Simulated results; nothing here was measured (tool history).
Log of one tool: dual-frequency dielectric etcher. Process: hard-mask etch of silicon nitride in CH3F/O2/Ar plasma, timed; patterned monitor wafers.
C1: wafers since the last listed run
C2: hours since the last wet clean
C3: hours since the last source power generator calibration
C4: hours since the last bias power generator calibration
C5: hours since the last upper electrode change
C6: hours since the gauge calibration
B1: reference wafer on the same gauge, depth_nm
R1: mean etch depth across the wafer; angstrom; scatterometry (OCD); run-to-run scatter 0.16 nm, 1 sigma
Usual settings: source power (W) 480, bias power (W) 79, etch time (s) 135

run 1 day=0.000 | source_power_(W)=480 bias_power_(W)=79 etch_time_(s)=135 | C1=0 C2=158.8 C3=2858.2 C4=2380.6 C5=1998.4 C6=315.7 | B1=112 | R1=1051
run 2 day=2.808 | source_power_(W)=480 bias_power_(W)=79 etch_time_(s)=135 | C1=456 C2=226.2 C3=2925.6 C4=2448.0 C5=2065.8 C6=383.1 | B1=112 | R1=1050
run 3 day=4.638 | source_power_(W)=480 bias_power_(W)=79 etch_time_(s)=135 | C1=297 C2=270.1 C3=2969.5 C4=2491.9 C5=2109.7 C6=427.0 | B1=112 | R1=1048
run 4 day=7.279 | source_power_(W)=480 bias_power_(W)=79 etch_time_(s)=135 | C1=429 C2=333.5 C3=3032.9 C4=2555.3 C5=2173.1 C6=490.4 | B1=112 | R1=1051
run 5 day=8.738 | source_power_(W)=480 bias_power_(W)=86 etch_time_(s)=135 | C1=237 C2=368.5 C3=3067.9 C4=2590.3 C5=2208.1 C6=525.4 | B1=112 | R1=1084
-- day=10.075 upper electrode replaced
run 6 day=11.408 | source_power_(W)=480 bias_power_(W)=86 etch_time_(s)=135 | C1=271 C2=432.6 C3=3132.0 C4=2654.4 C5=32.0 C6=589.5 | B1=112 | R1=1085
-- day=11.650 bias power generator calibrated
run 7 day=13.333 | source_power_(W)=480 bias_power_(W)=79 etch_time_(s)=135 | C1=285 C2=478.8 C3=3178.2 C4=40.4 C5=78.2 C6=635.7 | B1=112 | R1=1053
-- day=14.721 source power generator calibrated
run 8 day=14.742 | source_power_(W)=480 bias_power_(W)=70 etch_time_(s)=135 | C1=201 C2=512.6 C3=0.5 C4=74.2 C5=112.0 C6=669.5 | B1=112 | R1=1011

What will run 9 give?
-- day=15.662 gauge calibrated
run 9 day=16.412 | source_power_(W)=390 bias_power_(W)=87 etch_time_(s)=135 | C1=271 C2=552.7 C3=40.6 C4=114.3 C5=152.1 C6=18.0 | B1=? | R1=?

B1: 112
R1: 1048 angstrom
The same run, on a tool lacking any hidden state, would have yielded R1 1035 angstrom.
